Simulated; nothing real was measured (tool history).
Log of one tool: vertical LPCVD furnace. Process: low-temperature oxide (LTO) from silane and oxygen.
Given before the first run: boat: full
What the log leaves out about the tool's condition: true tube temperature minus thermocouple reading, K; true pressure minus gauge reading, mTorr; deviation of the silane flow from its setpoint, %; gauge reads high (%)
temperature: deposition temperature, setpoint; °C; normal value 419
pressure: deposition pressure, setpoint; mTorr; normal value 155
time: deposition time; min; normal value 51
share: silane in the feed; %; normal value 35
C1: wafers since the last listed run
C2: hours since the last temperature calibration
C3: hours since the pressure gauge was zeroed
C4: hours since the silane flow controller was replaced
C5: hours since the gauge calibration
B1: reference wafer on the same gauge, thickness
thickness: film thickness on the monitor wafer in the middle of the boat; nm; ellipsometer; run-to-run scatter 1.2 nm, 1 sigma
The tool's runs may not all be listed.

{"run": 1, "hour": 0.0, "temperature": 419, "pressure": 155, "time": 51, "share": 35, "C1": 0, "C2": 4414.1, "C3": 3239.7, "C4": 1822.2, "C5": 2607.6, "B1": 424.64, "thickness": 384.77}
{"run": 2, "hour": 69.1, "temperature": 419, "pressure": 155, "time": 51, "share": 35, "C1": 759, "C2": 4483.2, "C3": 3308.8, "C4": 1891.3, "C5": 2676.7, "B1": 425.17, "thickness": 385.97}
{"run": 3, "hour": 133.0, "temperature": 419, "pressure": 155, "time": 51, "share": 35, "C1": 702, "C2": 4547.1, "C3": 3372.7, "C4": 1955.2, "C5": 2740.6, "B1": 424.86, "thickness": 384.04}
{"run": 4, "hour": 220.8, "temperature": 419, "pressure": 140, "time": 51, "share": 35, "C1": 965, "C2": 4634.9, "C3": 3460.5, "C4": 2043, "C5": 2828.4, "B1": 425.19, "thickness": 348.71}
{"run": 5, "hour": 260.2, "temperature": 419, "pressure": 140, "time": 51, "share": 35, "C1": 433, "C2": 4674.3, "C3": 3499.9, "C4": 2082.4, "C5": 2867.8, "B1": 425, "thickness": 348.7}
{"run": 6, "hour": 348.8, "temperature": 419, "pressure": 140, "time": 51, "share": 35, "C1": 974, "C2": 4762.9, "C3": 3588.5, "C4": 2171, "C5": 2956.4, "B1": 424.34, "thickness": 350.91}
{"run": 7, "hour": 388.5, "temperature": 427, "pressure": 155, "time": 51, "share": 35, "C1": 436, "C2": 4802.6, "C3": 3628.2, "C4": 2210.7, "C5": 2996.1, "B1": 425.39, "thickness": 421.76}
{"run": 8, "hour": 486.0, "temperature": 419, "pressure": 155, "time": 51, "share": 35, "C1": 1072, "C2": 4900.1, "C3": 3725.7, "C4": 2308.2, "C5": 3093.6, "B1": 425, "thickness": 386.61}
{"run": 9, "hour": 586.5, "temperature": 419, "pressure": 155, "time": 51, "share": 35, "C1": 1105, "C2": 5000.6, "C3": 3826.2, "C4": 2408.7, "C5": 3194.1, "B1": 425.6, "thickness": 385.92}
{"run": 10, "hour": 652.4, "temperature": 419, "pressure": 155, "time": 51, "share": 35, "C1": 724, "C2": 5066.5, "C3": 3892.1, "C4": 2474.6, "C5": 3260, "B1": 425.4, "thickness": 389.23}
{"run": 11, "hour": 699.5, "temperature": 412, "pressure": 155, "time": 40, "share": 35, "C1": 518, "C2": 5113.6, "C3": 3939.2, "C4": 2521.7, "C5": 3307.1, "B1": 425.18, "thickness": 282.63}
{"hour": 704.8, "done": "gauge calibrated"}
{"hour": 726.1, "done": "thermocouples replaced and temperature profile calibrated"}
{"hour": 754.9, "done": "silane flow controller replaced"}
{"run": 12, "hour": 782.4, "temperature": 419, "pressure": 130, "time": 66.5, "share": 41, "C1": 383, "C2": 56.3, "C3": 4022.1, "C4": 27.5, "C5": 77.6, "B1": 425.17, "thickness": 493.25}
{"run": 13, "hour": 865.6, "temperature": 419, "pressure": 155, "time": 51, "share": 40, "C1": 915, "C2": 139.5, "C3": 4105.3, "C4": 110.7, "C5": 160.8, "B1": 425.54, "thickness": 436.91}
{"run": 14, "hour": 972.7, "temperature": 423, "pressure": 140, "time": 45.5, "share": 38, "C1": 1177, "C2": 246.6, "C3": 4212.4, "C4": 217.8, "C5": 267.9, "B1": 424.4, "thickness": 347.93}
{"run": 15, "hour": 1034.8, "temperature": 424, "pressure": 185, "time": 32.5, "share": 41, "C1": 682, "C2": 308.7, "C3": 4274.5, "C4": 279.9, "C5": 330, "B1": 425.16, "thickness": 359.99}
{"run": 16, "hour": 1076.5, "temperature": 419, "pressure": 155, "time": 69, "share": 30, "C1": 458, "C2": 350.4, "C3": 4316.2, "C4": 321.6, "C5": 371.7, "B1": 425.08, "thickness": 408.66}
{"run": 17, "hour": 1144.1, "temperature": 419, "pressure": 155, "time": 51, "share": 32, "C1": 743, "C2": 418, "C3": 4383.8, "C4": 389.2, "C5": 439.3, "B1": 424.84, "thickness": 331.66}
{"run": 18, "hour": 1226.7, "temperature": 419, "pressure": 155, "time": 51, "share": 35, "C1": 908, "C2": 500.6, "C3": 4466.4, "C4": 471.8, "C5": 521.9, "B1": 425.22, "thickness": 372.72}
{"hour": 1284.8, "done": "pressure gauge zeroed"}
{"run": 19, "hour": 1314.4, "temperature": 419, "pressure": 155, "time": 51, "share": 35, "C1": 700, "C2": 588.3, "C3": 29.6, "C4": 559.5, "C5": 609.6, "B1": 424.86, "thickness": 373.75}
{"run": 20, "hour": 1364.4, "temperature": 415, "pressure": 155, "time": 32, "share": 35, "C1": 549, "C2": 638.3, "C3": 79.6, "C4": 609.5, "C5": 659.6, "B1": 424.76, "thickness": 225.05}
{"run": 21, "hour": 1445.9, "temperature": 424, "pressure": 165, "time": 51, "share": 35, "C1": 896, "C2": 719.8, "C3": 161.1, "C4": 691, "C5": 741.1, "B1": 424.71, "thickness": 419.15}
{"run": 22, "hour": 1483.1, "temperature": 419, "pressure": 180, "time": 51, "share": 37, "C1": 409, "C2": 757, "C3": 198.3, "C4": 728.2, "C5": 778.3, "B1": 425.02, "thickness": 466.84}
{"run": 23, "hour": 1585.2, "temperature": 416, "pressure": 190, "time": 51, "share": 33, "C1": 1122, "C2": 859.1, "C3": 300.4, "C4": 830.3, "C5": 880.4, "B1": 424.51, "thickness": 412.15}
{"run": 24, "hour": 1653.3, "temperature": 426, "pressure": 155, "time": 51, "share": 35, "C1": 748, "C2": 927.2, "C3": 368.5, "C4": 898.4, "C5": 948.5, "B1": 424.77, "thickness": 400.88}
{"run": 25, "hour": 1710.9, "temperature": 419, "pressure": 155, "time": 51, "share": 35, "C1": 633, "C2": 984.8, "C3": 426.1, "C4": 956, "C5": 1006.1, "B1": 425.48, "thickness": 376.42}
{"run": 26, "hour": 1770.6, "temperature": 419, "pressure": 155, "time": 71.5, "share": 35, "C1": 656, "C2": 1044.5, "C3": 485.8, "C4": 1015.7, "C5": 1065.8, "B1": 424.64, "thickness": 526.89}
{"run": 27, "hour": 1864.0, "temperature": 419, "pressure": 155, "time": 51, "share": 35, "C1": 1027, "C2": 1137.9, "C3": 579.2, "C4": 1109.1, "C5": 1159.2, "B1": 425.38, "thickness": 375.12}
{"run": 28, "hour": 1945.6, "temperature": 415, "pressure": 155, "time": 32, "share": 35, "C1": 897, "C2": 1219.5, "C3": 660.8, "C4": 1190.7, "C5": 1240.8, "B1": 425.8, "thickness": 224.66}
{"run": 29, "hour": 2023.3, "temperature": 419, "pressure": 155, "time": 51, "share": 31, "C1": 854, "C2": 1297.2, "C3": 738.5, "C4": 1268.4, "C5": 1318.5, "B1": 425.24, "thickness": 317.6}
{"run": 30, "hour": 2107.6, "temperature": 419, "pressure": 155, "time": 64.5, "share": 35, "C1": 927, "C2": 1381.5, "C3": 822.8, "C4": 1352.7, "C5": 1402.8, "B1": 425.62, "thickness": 473.76}
{"run": 31, "hour": 2145.1, "temperature": 430, "pressure": 155, "time": 51, "share": 35, "C1": 412, "C2": 1419, "C3": 860.3, "C4": 1390.2, "C5": 1440.3, "B1": 425.42, "thickness": 419.35}

Entry by entry between the runs, the difference in hidden state between the last listed run before and the first listed run after:
After run 11, before run 12: gauge calibrated (hour 704.8); thermocouples replaced and temperature profile calibrated (hour 726.1); silane flow controller replaced (hour 754.9)
  true tube temperature minus thermocouple reading, K: 4 -> 0.253
  the result without the hidden state subtracted from the measured one, thickness: +12.02 -> +1.26 nm
After run 18, before run 19: pressure gauge zeroed (hour 1284.8)
  true tube temperature minus thermocouple reading, K: 0.287 -> 0.301
  the result without the hidden state subtracted from the measured one, thickness: +1.14 -> +1.19 nm
